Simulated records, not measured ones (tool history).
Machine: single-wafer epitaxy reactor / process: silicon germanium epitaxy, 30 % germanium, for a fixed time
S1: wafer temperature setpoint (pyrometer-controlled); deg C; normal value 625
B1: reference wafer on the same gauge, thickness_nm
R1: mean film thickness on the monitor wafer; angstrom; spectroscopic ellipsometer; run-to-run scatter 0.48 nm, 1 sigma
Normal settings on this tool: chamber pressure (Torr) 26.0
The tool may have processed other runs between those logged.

{"run": 1, "hour": 0.0, "S1": 625, "chamber pressure (Torr)": 21.4, "B1": 85.927, "R1": 964.52}
{"run": 2, "hour": 26.2, "S1": 621, "chamber pressure (Torr)": 26.0, "B1": 86.002, "R1": 960.32}
{"run": 3, "hour": 50.9, "S1": 621, "chamber pressure (Torr)": 26.0, "B1": 86.167, "R1": 960.3}
{"run": 4, "hour": 236.6, "S1": 625, "chamber pressure (Torr)": 27.6, "B1": 85.892, "R1": 1042.66}
{"run": 5, "hour": 299.2, "S1": 625, "chamber pressure (Torr)": 26.0, "B1": 85.974, "R1": 1025.14}
{"run": 6, "hour": 355.6, "S1": 625, "chamber pressure (Torr)": 26.0, "B1": 85.893, "R1": 1034.97}
{"run": 7, "hour": 418.2, "S1": 625, "chamber pressure (Torr)": 26.0, "B1": 85.852, "R1": 1027.16}
{"run": 8, "hour": 586.0, "S1": 625, "chamber pressure (Torr)": 26.0, "B1": 86.005, "R1": 1028.25}
{"run": 9, "hour": 656.4, "S1": 625, "chamber pressure (Torr)": 26.0, "B1": 86.055, "R1": 1036.68}
{"run": 10, "hour": 724.1, "S1": 625, "chamber pressure (Torr)": 26.0, "B1": 85.944, "R1": 1036.29}
{"hour": 735.1, "done": "gauge calibrated"}
{"run": 11, "hour": 766.8, "S1": 625, "chamber pressure (Torr)": 26.0, "B1": 86.116, "R1": 1033.95}
{"run": 12, "hour": 831.5, "S1": 625, "chamber pressure (Torr)": 26.0, "B1": 86.012, "R1": 1044.1}
{"run": 13, "hour": 861.8, "S1": 625, "chamber pressure (Torr)": 26.0, "B1": 86.047, "R1": 1036.03}
{"hour": 885.5, "done": "capacitance manometer re-zeroed and calibrated"}
{"run": 14, "hour": 968.7, "S1": 625, "chamber pressure (Torr)": 26.0, "B1": 85.974, "R1": 1018.4}
{"run": 15, "hour": 1139.4, "S1": 615, "chamber pressure (Torr)": 23.6, "B1": 86.02, "R1": 846.67}
{"run": 16, "hour": 1187.6, "S1": 619, "chamber pressure (Torr)": 27.9, "B1": 85.867, "R1": 939.66}
{"hour": 1202.0, "done": "pyrometer calibrated"}
{"hour": 1240.8, "done": "showerhead replaced"}
{"run": 17, "hour": 1245.7, "S1": 638, "chamber pressure (Torr)": 31.1, "B1": 86.031, "R1": 1305.62}
{"run": 18, "hour": 1282.5, "S1": 631, "chamber pressure (Torr)": 22.7, "B1": 86.025, "R1": 1069.35}
{"run": 19, "hour": 1320.8, "S1": 633, "chamber pressure (Torr)": 23.3, "B1": 86.038, "R1": 1114.37}
{"run": 20, "hour": 1376.4, "S1": 625, "chamber pressure (Torr)": 26.0, "B1": 86.063, "R1": 1024.77}
{"run": 21, "hour": 1437.7, "S1": 625, "chamber pressure (Torr)": 28.4, "B1": 85.919, "R1": 1043.87}
{"run": 22, "hour": 1508.0, "S1": 625, "chamber pressure (Torr)": 26.0, "B1": 86.077, "R1": 1014.92}
{"run": 23, "hour": 1536.6, "S1": 614, "chamber pressure (Torr)": 30.8, "B1": 86.037, "R1": 894.6}
{"run": 24, "hour": 1571.0, "S1": 610, "chamber pressure (Torr)": 26.0, "B1": 86.033, "R1": 800.45}
{"run": 25, "hour": 1635.6, "S1": 637, "chamber pressure (Torr)": 26.0, "B1": 86.085, "R1": 1223.54}
{"run": 26, "hour": 1699.9, "S1": 632, "chamber pressure (Torr)": 31.6, "B1": 86.069, "R1": 1205.13}
{"run": 27, "hour": 1768.1, "S1": 625, "chamber pressure (Torr)": 26.0, "B1": 85.977, "R1": 1023.4}
{"run": 28, "hour": 1833.0, "S1": 637, "chamber pressure (Torr)": 26.0, "B1": 86.043, "R1": 1229.03}
{"run": 29, "hour": 1866.6, "S1": 639, "chamber pressure (Torr)": 22.7, "B1": 86.018, "R1": 1220.1}
{"run": 30, "hour": 1901.5, "S1": 634, "chamber pressure (Torr)": 32.1, "B1": 85.845, "R1": 1261.17}
{"run": 31, "hour": 1963.5, "S1": 629, "chamber pressure (Torr)": 21.6, "B1": 86.048, "R1": 1045.63}
{"hour": 2081.3, "done": "capacitance manometer re-zeroed and calibrated"}
{"run": 32, "hour": 2174.2, "S1": 625, "chamber pressure (Torr)": 29.0, "B1": 85.974, "R1": 1043.62}
{"run": 33, "hour": 2241.1, "S1": 615, "chamber pressure (Torr)": 23.5, "B1": 86.148, "R1": 839.3}
{"run": 34, "hour": 2291.0, "S1": 615, "chamber pressure (Torr)": 26.0, "B1": 86.118, "R1": 861.06}
{"run": 35, "hour": 2319.8, "S1": 625, "chamber pressure (Torr)": 23.0, "B1": 85.973, "R1": 980.23}

What was the tool's hidden state at every run in the log?
wafer temperature above the value expected at the setpoint (K): 0 across all the runs
gauge reads high (%): 0 across all the runs
H1: true pressure above the setpoint (%)
run=1 H1=1.08
run=2 H1=1.22
run=3 H1=1.36
run=4 H1=2.54
run=5 H1=3.01
run=6 H1=3.46
run=7 H1=3.99
run=8 H1=5.59
run=9 H1=6.33
run=10 H1=7.08
run=11 H1=7.58
run=12 H1=8.36
run=13 H1=8.73
run=14 H1=-0.0632
run=15 H1=0.186
run=16 H1=0.302
run=17 H1=0.469
run=18 H1=0.589
run=19 H1=0.727
run=20 H1=0.95
run=21 H1=1.23
run=22 H1=1.59
run=23 H1=1.74
run=24 H1=1.94
run=25 H1=2.34
run=26 H1=2.78
run=27 H1=3.28
run=28 H1=3.79
run=29 H1=4.08
run=30 H1=4.38
run=31 H1=4.94
run=32 H1=-0.818
run=33 H1=-0.744
run=34 H1=-0.665
run=35 H1=-0.609

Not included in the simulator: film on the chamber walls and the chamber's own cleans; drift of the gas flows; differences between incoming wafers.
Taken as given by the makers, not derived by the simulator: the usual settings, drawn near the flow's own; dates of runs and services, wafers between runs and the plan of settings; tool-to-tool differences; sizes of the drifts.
